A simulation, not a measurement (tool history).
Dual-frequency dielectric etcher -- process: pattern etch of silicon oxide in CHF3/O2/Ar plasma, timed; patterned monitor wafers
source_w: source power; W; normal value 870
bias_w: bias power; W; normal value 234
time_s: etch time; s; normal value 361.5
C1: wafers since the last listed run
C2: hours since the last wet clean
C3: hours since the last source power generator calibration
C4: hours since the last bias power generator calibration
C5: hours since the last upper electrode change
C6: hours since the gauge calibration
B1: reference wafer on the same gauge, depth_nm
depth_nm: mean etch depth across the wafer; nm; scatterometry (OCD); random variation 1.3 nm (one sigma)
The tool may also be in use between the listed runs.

{"run": 1, "hour": 0.0, "source_w": 870, "bias_w": 234, "time_s": 334.5, "C1": 0, "C2": 404.9, "C3": 4666.1, "C4": 4249.4, "C5": 3385.9, "C6": 103.3, "B1": 929.2, "depth_nm": 818.6}
{"run": 2, "hour": 12.8, "source_w": 870, "bias_w": 234, "time_s": 334.5, "C1": 57, "C2": 417.7, "C3": 4678.9, "C4": 4262.2, "C5": 3398.7, "C6": 116.1, "B1": 929.2, "depth_nm": 818.6}
{"run": 3, "hour": 20.0, "source_w": 870, "bias_w": 268, "time_s": 361.5, "C1": 32, "C2": 424.9, "C3": 4686.1, "C4": 4269.4, "C5": 3405.9, "C6": 123.3, "B1": 929.2, "depth_nm": 931.2}
{"run": 4, "hour": 27.4, "source_w": 870, "bias_w": 268, "time_s": 361.5, "C1": 33, "C2": 432.3, "C3": 4693.5, "C4": 4276.8, "C5": 3413.3, "C6": 130.7, "B1": 929.4, "depth_nm": 931.7}
{"run": 5, "hour": 44.0, "source_w": 870, "bias_w": 234, "time_s": 361.5, "C1": 75, "C2": 448.9, "C3": 4710.1, "C4": 4293.4, "C5": 3429.9, "C6": 147.3, "B1": 929.1, "depth_nm": 884.3}
{"run": 6, "hour": 53.6, "source_w": 870, "bias_w": 234, "time_s": 361.5, "C1": 43, "C2": 458.5, "C3": 4719.7, "C4": 4303, "C5": 3439.5, "C6": 156.9, "B1": 929, "depth_nm": 886.9}
{"hour": 123.0, "done": "wet clean of the chamber"}
{"hour": 123.9, "done": "bias power generator calibrated"}
{"run": 7, "hour": 124.4, "source_w": 700, "bias_w": 234, "time_s": 361.5, "C1": 207, "C2": 1.4, "C3": 4790.5, "C4": 0.5, "C5": 3510.3, "C6": 227.7, "B1": 928.6, "depth_nm": 805}
{"run": 8, "hour": 124.9, "source_w": 700, "bias_w": 234, "time_s": 361.5, "C1": 2, "C2": 1.9, "C3": 4791, "C4": 1, "C5": 3510.8, "C6": 228.2, "B1": 928.6, "depth_nm": 806}
{"run": 9, "hour": 127.5, "source_w": 700, "bias_w": 234, "time_s": 361.5, "C1": 11, "C2": 4.5, "C3": 4793.6, "C4": 3.6, "C5": 3513.4, "C6": 230.8, "B1": 929.3, "depth_nm": 804.5}
{"run": 10, "hour": 133.7, "source_w": 870, "bias_w": 234, "time_s": 361.5, "C1": 28, "C2": 10.7, "C3": 4799.8, "C4": 9.8, "C5": 3519.6, "C6": 237, "B1": 928.9, "depth_nm": 875.9}
{"run": 11, "hour": 151.0, "source_w": 870, "bias_w": 277, "time_s": 361.5, "C1": 78, "C2": 28, "C3": 4817.1, "C4": 27.1, "C5": 3536.9, "C6": 254.3, "B1": 928.9, "depth_nm": 931}
{"run": 12, "hour": 163.8, "source_w": 870, "bias_w": 234, "time_s": 361.5, "C1": 57, "C2": 40.8, "C3": 4829.9, "C4": 39.9, "C5": 3549.7, "C6": 267.1, "B1": 929.1, "depth_nm": 878.2}
{"run": 13, "hour": 170.9, "source_w": 760, "bias_w": 268, "time_s": 303, "C1": 32, "C2": 47.9, "C3": 4837, "C4": 47, "C5": 3556.8, "C6": 274.2, "B1": 929.1, "depth_nm": 732.9}
{"run": 14, "hour": 181.3, "source_w": 870, "bias_w": 234, "time_s": 361.5, "C1": 47, "C2": 58.3, "C3": 4847.4, "C4": 57.4, "C5": 3567.2, "C6": 284.6, "B1": 929.1, "depth_nm": 875.4}
{"hour": 202.0, "done": "gauge calibrated"}
{"hour": 214.3, "done": "source power generator calibrated"}
{"hour": 214.4, "done": "upper electrode replaced"}
{"run": 15, "hour": 214.9, "source_w": 680, "bias_w": 203, "time_s": 361.5, "C1": 133, "C2": 91.9, "C3": 0.6, "C4": 91, "C5": 0.5, "C6": 12.9, "B1": 929.1, "depth_nm": 758.8}
{"run": 16, "hour": 215.3, "source_w": 870, "bias_w": 234, "time_s": 361.5, "C1": 1, "C2": 92.3, "C3": 1, "C4": 91.4, "C5": 0.9, "C6": 13.3, "B1": 929, "depth_nm": 875.8}
{"run": 17, "hour": 223.8, "source_w": 940, "bias_w": 212, "time_s": 361.5, "C1": 38, "C2": 100.8, "C3": 9.5, "C4": 99.9, "C5": 9.4, "C6": 21.8, "B1": 929, "depth_nm": 871.3}
{"run": 18, "hour": 230.5, "source_w": 870, "bias_w": 234, "time_s": 264.5, "C1": 30, "C2": 107.5, "C3": 16.2, "C4": 106.6, "C5": 16.1, "C6": 28.5, "B1": 928.8, "depth_nm": 640.7}
{"run": 19, "hour": 248.2, "source_w": 1060, "bias_w": 261, "time_s": 445.5, "C1": 80, "C2": 125.2, "C3": 33.9, "C4": 124.3, "C5": 33.8, "C6": 46.2, "B1": 929, "depth_nm": 1212.1}
{"run": 20, "hour": 257.3, "source_w": 660, "bias_w": 214, "time_s": 361.5, "C1": 41, "C2": 134.3, "C3": 43, "C4": 133.4, "C5": 42.9, "C6": 55.3, "B1": 929.3, "depth_nm": 765.6}
{"run": 21, "hour": 269.0, "source_w": 870, "bias_w": 234, "time_s": 411, "C1": 52, "C2": 146, "C3": 54.7, "C4": 145.1, "C5": 54.6, "C6": 67, "B1": 928.8, "depth_nm": 996.9}
{"run": 22, "hour": 284.0, "source_w": 960, "bias_w": 234, "time_s": 326, "C1": 67, "C2": 161, "C3": 69.7, "C4": 160.1, "C5": 69.6, "C6": 82, "B1": 929.2, "depth_nm": 822.3}
{"run": 23, "hour": 333.0, "source_w": 870, "bias_w": 263, "time_s": 361.5, "C1": 221, "C2": 210, "C3": 118.7, "C4": 209.1, "C5": 118.6, "C6": 131, "B1": 929.1, "depth_nm": 915.7}
{"run": 24, "hour": 339.1, "source_w": 710, "bias_w": 234, "time_s": 469.5, "C1": 27, "C2": 216.1, "C3": 124.8, "C4": 215.2, "C5": 124.7, "C6": 137.1, "B1": 929, "depth_nm": 1059}
{"run": 25, "hour": 357.1, "source_w": 870, "bias_w": 208, "time_s": 323.5, "C1": 81, "C2": 234.1, "C3": 142.8, "C4": 233.2, "C5": 142.7, "C6": 155.1, "B1": 928.8, "depth_nm": 757.4}

Forecast each of these 5 alternatives for the next run:
{"run": "A", "hour": 357.6, "source_w": 870, "bias_w": 234, "time_s": 466.5, "C1": 2, "C2": 234.6, "C3": 143.3, "C4": 233.7, "C5": 143.2, "C6": 155.6, "B1": "?", "depth_nm": "?"}
{"run": "B", "hour": 357.6, "source_w": 760, "bias_w": 203, "time_s": 280, "C1": 2, "C2": 234.6, "C3": 143.3, "C4": 233.7, "C5": 143.2, "C6": 155.6, "B1": "?", "depth_nm": "?"}
{"run": "C", "hour": 357.6, "source_w": 1090, "bias_w": 207, "time_s": 361.5, "C1": 2, "C2": 234.6, "C3": 143.3, "C4": 233.7, "C5": 143.2, "C6": 155.6, "B1": "?", "depth_nm": "?"}
{"run": "D", "hour": 357.6, "source_w": 710, "bias_w": 214, "time_s": 361.5, "C1": 2, "C2": 234.6, "C3": 143.3, "C4": 233.7, "C5": 143.2, "C6": 155.6, "B1": "?", "depth_nm": "?"}
{"run": "E", "hour": 357.6, "source_w": 980, "bias_w": 203, "time_s": 361.5, "C1": 2, "C2": 234.6, "C3": 143.3, "C4": 233.7, "C5": 143.2, "C6": 155.6, "B1": "?", "depth_nm": "?"}

run=A B1=929.2 depth_nm=1134
run=B B1=929.2 depth_nm=614.7
run=C B1=929.2 depth_nm=918.2
run=D B1=929.2 depth_nm=787.6
run=E B1=929.2 depth_nm=875.3
With no hidden state in the tool, these same runs would have given:
run=A depth_nm=1126.6
run=B depth_nm=610.7
run=C depth_nm=912.2
run=D depth_nm=782.5
run=E depth_nm=869.6
